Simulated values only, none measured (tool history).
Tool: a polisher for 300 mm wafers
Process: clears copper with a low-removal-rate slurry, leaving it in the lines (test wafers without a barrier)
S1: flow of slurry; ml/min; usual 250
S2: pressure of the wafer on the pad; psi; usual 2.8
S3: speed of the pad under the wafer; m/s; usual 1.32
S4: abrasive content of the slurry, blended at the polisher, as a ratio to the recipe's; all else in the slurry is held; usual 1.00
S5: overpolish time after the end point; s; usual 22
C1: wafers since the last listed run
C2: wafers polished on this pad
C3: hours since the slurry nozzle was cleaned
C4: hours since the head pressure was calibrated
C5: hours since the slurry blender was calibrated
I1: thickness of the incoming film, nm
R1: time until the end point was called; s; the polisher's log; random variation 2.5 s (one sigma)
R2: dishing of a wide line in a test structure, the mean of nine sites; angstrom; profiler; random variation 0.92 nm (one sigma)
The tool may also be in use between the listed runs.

| run | hour | S1 | S2 | S3 | S4 | S5 | C1 | C2 | C3 | C4 | C5 | I1 | R1 | R2 |
|---|---|---|---|---|---|---|---|---|---|---|---|---|---|---|
| 1 | 0.0 | 250 | 2.8 | 1.32 | 1.00 | 22 | 0 | 351 | 3.1 | 394.8 | 285.2 | 622.7 | 203.5 | 494 |
|  | 58.9 | slurry blender recalibrated |
| 2 | 77.0 | 250 | 2.8 | 1.32 | 1.00 | 22 | 558 | 909 | 80.1 | 471.8 | 18.1 | 615.9 | 201.9 | 493 |
|  | 106.4 | head pressure recalibrated |
| 3 | 130.5 | 250 | 2.8 | 1.32 | 1.00 | 22 | 383 | 1293 | 133.6 | 24.1 | 71.6 | 624.9 | 201.0 | 506 |
| 4 | 234.2 | 250 | 2.8 | 1.32 | 1.00 | 22 | 772 | 2065 | 237.3 | 127.8 | 175.3 | 624.8 | 205.5 | 493 |
|  | 260.6 | worn pad replaced by a new one |
| 5 | 320.5 | 250 | 2.8 | 1.32 | 1.00 | 22 | 612 | 445 | 323.6 | 214.1 | 261.6 | 619.2 | 202.0 | 466 |
| 6 | 397.6 | 250 | 2.8 | 1.32 | 1.00 | 22 | 574 | 1019 | 400.7 | 291.2 | 338.7 | 631.2 | 204.7 | 485 |
|  | 462.2 | slurry blender recalibrated |
| 7 | 488.7 | 250 | 2.8 | 1.32 | 1.00 | 22 | 663 | 1683 | 491.8 | 382.3 | 26.5 | 629.8 | 207.9 | 478 |
|  | 552.7 | worn pad replaced by a new one |
| 8 | 560.3 | 250 | 2.8 | 1.32 | 1.00 | 22 | 503 | 56 | 563.4 | 453.9 | 98.1 | 633.8 | 204.1 | 502 |
| 9 | 639.5 | 250 | 2.8 | 1.32 | 1.00 | 22 | 589 | 646 | 642.6 | 533.1 | 177.3 | 631.1 | 205.4 | 488 |
|  | 696.5 | head pressure recalibrated |
| 10 | 710.3 | 250 | 2.8 | 1.32 | 1.00 | 28 | 512 | 1158 | 713.4 | 13.8 | 248.1 | 620.7 | 199.9 | 569 |
| 11 | 799.0 | 310 | 2.8 | 1.32 | 1.00 | 9 | 660 | 1818 | 802.1 | 102.5 | 336.8 | 632.3 | 207.6 | 233 |
|  | 826.2 | slurry nozzle cleaned |
|  | 828.3 | worn pad replaced by a new one |
| 12 | 836.3 | 305 | 2.8 | 1.32 | 1.00 | 22 | 254 | 59 | 10.1 | 139.8 | 374.1 | 623.5 | 203.0 | 484 |
|  | 860.0 | slurry blender recalibrated |
| 13 | 916.3 | 250 | 2.8 | 1.04 | 1.00 | 31 | 580 | 640 | 90.1 | 219.8 | 56.3 | 614.8 | 248.5 | 558 |
| 14 | 998.0 | 305 | 2.8 | 1.32 | 0.90 | 16 | 608 | 1248 | 171.8 | 301.5 | 138.0 | 632.7 | 214.6 | 373 |
|  | 1076.9 | worn pad replaced by a new one |
| 15 | 1102.5 | 250 | 2.8 | 0.98 | 1.20 | 22 | 748 | 190 | 276.3 | 406.0 | 242.5 | 630.8 | 250.1 | 422 |
| 16 | 1181.8 | 200 | 2.8 | 1.32 | 0.75 | 18 | 590 | 780 | 355.6 | 485.3 | 321.8 | 624.9 | 227.0 | 388 |
|  | 1198.7 | head pressure recalibrated |
|  | 1206.1 | slurry blender recalibrated |
| 17 | 1285.0 | 250 | 3.3 | 1.32 | 1.15 | 32 | 738 | 1519 | 458.8 | 86.3 | 78.9 | 628.3 | 172.7 | 744 |
|  | 1356.3 | worn pad replaced by a new one |
| 18 | 1382.1 | 250 | 2.8 | 1.32 | 1.00 | 22 | 693 | 192 | 555.9 | 183.4 | 176.0 | 621.1 | 201.8 | 467 |

Forecast each of these 4 alternatives for the next run:
| A | 1382.6 | 250 | 2.8 | 1.32 | 1.00 | 22 | 3 | 196 | 556.4 | 183.9 | 176.5 | 618.5 | ? | ? |
| B | 1382.6 | 225 | 2.8 | 1.32 | 1.00 | 13 | 3 | 196 | 556.4 | 183.9 | 176.5 | 618.5 | ? | ? |
| C | 1382.6 | 170 | 2.8 | 1.20 | 1.00 | 22 | 3 | 196 | 556.4 | 183.9 | 176.5 | 618.5 | ? | ? |
| D | 1382.6 | 250 | 3.1 | 1.08 | 0.75 | 11 | 3 | 196 | 556.4 | 183.9 | 176.5 | 618.5 | ? | ? |

| run | R1 | R2 |
|---|---|---|
| A | 203.8 | 483 |
| B | 205.2 | 311 |
| C | 226.1 | 445 |
| D | 243.2 | 231 |
Without the tool's hidden state the same runs would have given:
| run | R1 | R2 |
|---|---|---|
| A | 203.8 | 483 |
| B | 205.2 | 311 |
| C | 226.1 | 445 |
| D | 243.2 | 231 |
